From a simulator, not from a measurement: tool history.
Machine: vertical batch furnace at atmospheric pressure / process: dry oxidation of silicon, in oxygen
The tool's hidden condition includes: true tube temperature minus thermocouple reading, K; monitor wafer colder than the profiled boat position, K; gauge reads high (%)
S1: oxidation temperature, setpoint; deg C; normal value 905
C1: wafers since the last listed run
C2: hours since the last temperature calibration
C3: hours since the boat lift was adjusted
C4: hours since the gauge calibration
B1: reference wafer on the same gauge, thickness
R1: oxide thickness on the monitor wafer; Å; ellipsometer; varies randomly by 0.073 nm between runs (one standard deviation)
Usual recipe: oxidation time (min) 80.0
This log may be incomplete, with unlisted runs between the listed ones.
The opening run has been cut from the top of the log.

{"run": 2, "day": 1.096, "S1": 905, "oxidation time (min)": 80.0, "C1": 365, "C2": 2302.8, "C3": 2971.3, "C4": 363.4, "B1": 24.3, "R1": 238.5}
{"run": 3, "day": 2.854, "S1": 905, "oxidation time (min)": 80.0, "C1": 587, "C2": 2345.0, "C3": 3013.5, "C4": 405.6, "B1": 24.27, "R1": 236.7}
{"run": 4, "day": 4.217, "S1": 887, "oxidation time (min)": 80.0, "C1": 454, "C2": 2377.7, "C3": 3046.2, "C4": 438.3, "B1": 24.27, "R1": 198.1}
{"run": 5, "day": 6.983, "S1": 887, "oxidation time (min)": 80.0, "C1": 923, "C2": 2444.1, "C3": 3112.6, "C4": 504.7, "B1": 24.25, "R1": 197.2}
{"run": 6, "day": 8.7, "S1": 887, "oxidation time (min)": 80.0, "C1": 573, "C2": 2485.3, "C3": 3153.8, "C4": 545.9, "B1": 24.24, "R1": 197.3}
{"run": 7, "day": 11.879, "S1": 905, "oxidation time (min)": 80.0, "C1": 1061, "C2": 2561.6, "C3": 3230.1, "C4": 622.2, "B1": 24.22, "R1": 237.2}
{"run": 8, "day": 14.421, "S1": 905, "oxidation time (min)": 80.0, "C1": 848, "C2": 2622.6, "C3": 3291.1, "C4": 683.2, "B1": 24.21, "R1": 236.2}
{"run": 9, "day": 16.796, "S1": 905, "oxidation time (min)": 80.0, "C1": 792, "C2": 2679.6, "C3": 3348.1, "C4": 740.2, "B1": 24.17, "R1": 236.6}
{"run": 10, "day": 19.417, "S1": 905, "oxidation time (min)": 80.0, "C1": 875, "C2": 2742.5, "C3": 3411.0, "C4": 803.1, "B1": 24.16, "R1": 235.7}
{"run": 11, "day": 21.804, "S1": 905, "oxidation time (min)": 80.0, "C1": 797, "C2": 2799.8, "C3": 3468.3, "C4": 860.4, "B1": 24.13, "R1": 235.9}
{"run": 12, "day": 23.992, "S1": 905, "oxidation time (min)": 80.0, "C1": 730, "C2": 2852.3, "C3": 3520.8, "C4": 912.9, "B1": 24.11, "R1": 235.9}
{"run": 13, "day": 25.504, "S1": 905, "oxidation time (min)": 80.0, "C1": 505, "C2": 2888.6, "C3": 3557.1, "C4": 949.2, "B1": 24.09, "R1": 236.5}
{"run": 14, "day": 27.254, "S1": 905, "oxidation time (min)": 80.0, "C1": 584, "C2": 2930.6, "C3": 3599.1, "C4": 991.2, "B1": 24.06, "R1": 236.1}
{"run": 15, "day": 30.058, "S1": 899, "oxidation time (min)": 57.0, "C1": 936, "C2": 2997.9, "C3": 3666.4, "C4": 1058.5, "B1": 24.03, "R1": 176.7}
{"run": 16, "day": 31.579, "S1": 905, "oxidation time (min)": 55.5, "C1": 507, "C2": 3034.4, "C3": 3702.9, "C4": 1095.0, "B1": 24.0, "R1": 185.1}
{"run": 17, "day": 32.992, "S1": 905, "oxidation time (min)": 55.5, "C1": 471, "C2": 3068.3, "C3": 3736.8, "C4": 1128.9, "B1": 23.98, "R1": 184.2}
{"day": 34.504, "done": "gauge calibrated"}
{"run": 18, "day": 35.179, "S1": 894, "oxidation time (min)": 62.0, "C1": 730, "C2": 3120.8, "C3": 3789.3, "C4": 16.2, "B1": 24.33, "R1": 179.6}
{"run": 19, "day": 38.079, "S1": 927, "oxidation time (min)": 103.5, "C1": 968, "C2": 3190.4, "C3": 3858.9, "C4": 85.8, "B1": 24.31, "R1": 353.6}
{"run": 20, "day": 40.146, "S1": 923, "oxidation time (min)": 100.5, "C1": 690, "C2": 3240.0, "C3": 3908.5, "C4": 135.4, "B1": 24.32, "R1": 332.4}
{"run": 21, "day": 42.583, "S1": 905, "oxidation time (min)": 80.0, "C1": 813, "C2": 3298.5, "C3": 3967.0, "C4": 193.9, "B1": 24.31, "R1": 238.0}

Run 22 is up next; what results do you expect?
{"run": 22, "day": 45.267, "S1": 925, "oxidation time (min)": 80.0, "C1": 895, "C2": 3362.9, "C3": 4031.4, "C4": 258.3, "B1": "?", "R1": "?"}

B1: 24.31
R1: 289.5 Å
On a tool with no hidden condition, and with the same random variation, this run would have come out at R1 289.5 Å.
